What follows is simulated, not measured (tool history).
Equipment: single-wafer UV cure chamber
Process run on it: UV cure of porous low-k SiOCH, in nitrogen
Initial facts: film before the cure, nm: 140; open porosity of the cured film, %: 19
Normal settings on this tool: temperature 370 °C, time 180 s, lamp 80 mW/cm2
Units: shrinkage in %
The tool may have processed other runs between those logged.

run,day,temperature,time,lamp,wafers since the last listed run,hours since the UV bulbs were replaced,wafers since the quartz window was cleaned,shrinkage
1,0.000,370,180,80,0,3044.1,1178,9.965
2,1.192,370,180,80,233,3072.7,1412,9.733
3,2.004,370,180,80,159,3092.2,1571,10.115
4,3.008,370,180,80,196,3116.3,1768,10.216
5,3.929,370,180,80,180,3138.4,1948,10.013
6,4.633,370,135,80,137,3155.3,2086,8.474
7,5.383,370,135,80,146,3173.3,2233,8.650
# day 6.283: UV bulbs replaced
8,6.304,385,240,65,115,0.5,2348,10.519
9,6.792,370,100,80,95,12.2,2444,7.412
10,8.246,370,180,80,284,47.1,2729,10.059
11,9.562,359,180,80,257,78.7,2986,9.835
# day 11.425: quartz window cleaned
12,12.379,370,280,80,486,146.3,187,11.541
13,13.412,387,265,108,202,171.1,389,13.500
14,14.675,370,180,80,247,201.4,636,10.170

Predict each of these 5 candidate next runs independently; none follows another, all start after run 14:
A,14.696,370,260,80,4,201.9,641,?
B,14.696,354,180,56,4,201.9,641,?
C,14.696,362,210,57,4,201.9,641,?
D,14.696,382,100,115,4,201.9,641,?
E,14.696,370,100,103,4,201.9,641,?

run,shrinkage
A,11.542
B,8.082
C,8.953
D,9.139
E,8.461
Take away the tool's hidden state, keep each run's random variation, and the runs would have read:
run,shrinkage
A,11.542
B,8.082
C,8.953
D,9.139
E,8.461

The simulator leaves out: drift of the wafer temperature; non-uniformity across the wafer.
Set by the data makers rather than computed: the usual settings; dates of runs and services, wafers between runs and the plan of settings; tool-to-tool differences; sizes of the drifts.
